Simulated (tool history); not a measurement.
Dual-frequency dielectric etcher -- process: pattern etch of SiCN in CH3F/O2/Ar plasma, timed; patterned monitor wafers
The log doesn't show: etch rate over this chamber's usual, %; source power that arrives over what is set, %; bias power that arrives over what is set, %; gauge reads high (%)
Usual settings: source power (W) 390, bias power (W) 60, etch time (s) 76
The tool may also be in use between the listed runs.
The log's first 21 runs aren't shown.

run    hour  source power (W)  bias power (W)  etch time (s)  wafers since the last listed run  hours since the last wet clean  hours since the last source power generator calibration  hours since the last bias power generator calibration  hours since the last upper electrode change  hours since the gauge calibration  read-back reference wafer on the same gauge, depth_nm  mean etch depth across the wafer (nm)
     1398.1  -- gauge calibrated
 22  1423.4               340              54             76                               354                           445.9                                                   3845.9                                                  511.2                                        703.7                               25.3                                                  23.26                                  22.41
     1478.8  -- source power generator calibrated
 23  1496.5               390              60             76                               647                             519                                                     17.7                                                  584.3                                        776.8                               98.4                                                  23.34                                  26.63
 24  1590.9               310              49             93                               885                           613.4                                                    112.1                                                  678.7                                        871.2                              192.8                                                  23.32                                  25.81
     1619.5  -- wet clean of the chamber
 25  1630.3               390              60           54.5                               144                            10.8                                                    151.5                                                  718.1                                        910.6                              232.2                                                   23.3                                  18.42
 26  1732.8               350              46             98                               961                           113.3                                                      254                                                  820.6                                       1013.1                              334.7                                                  23.33                                  27.51
 27  1776.3               430              60             76                               407                           156.8                                                    297.5                                                  864.1                                       1056.6                              378.2                                                  23.35                                  27.39
 28  1857.2               490              49           97.5                               758                           237.7                                                    378.4                                                    945                                       1137.5                              459.1                                                  23.34                                  34.12
 29  1975.9               440              53           87.5                              1112                           356.4                                                    497.1                                                 1063.7                                       1256.2                              577.8                                                  23.29                                  30.41
 30  2079.3               320              60             56                               969                           459.8                                                    600.5                                                 1167.1                                       1359.6                              681.2                                                  23.31                                  17.38

What if the next run were any one of these 4? Each begins from the tool's condition after run 30:
  A  2079.7               390              60             76                                 3                           460.2                                                    600.9                                                 1167.5                                         1360                              681.6                                                      ?                                      ?
  B  2079.7               440              70             63                                 3                           460.2                                                    600.9                                                 1167.5                                         1360                              681.6                                                      ?                                      ?
  C  2079.7               390              46           93.5                                 3                           460.2                                                    600.9                                                 1167.5                                         1360                              681.6                                                      ?                                      ?
  D  2079.7               480              47             76                                 3                           460.2                                                    600.9                                                 1167.5                                         1360                              681.6                                                      ?                                      ?

run  read-back reference wafer on the same gauge, depth_nm  mean etch depth across the wafer (nm)
  A                                                  23.32                                  26.55
  B                                                  23.32                                  25.32
  C                                                  23.32                                  28.49
  D                                                  23.32                                  26.21
With no hidden state in the tool, these same runs would have given:
run  mean etch depth across the wafer (nm)
  A                                  25.64
  B                                  24.45
  C                                  27.52
  D                                  25.32
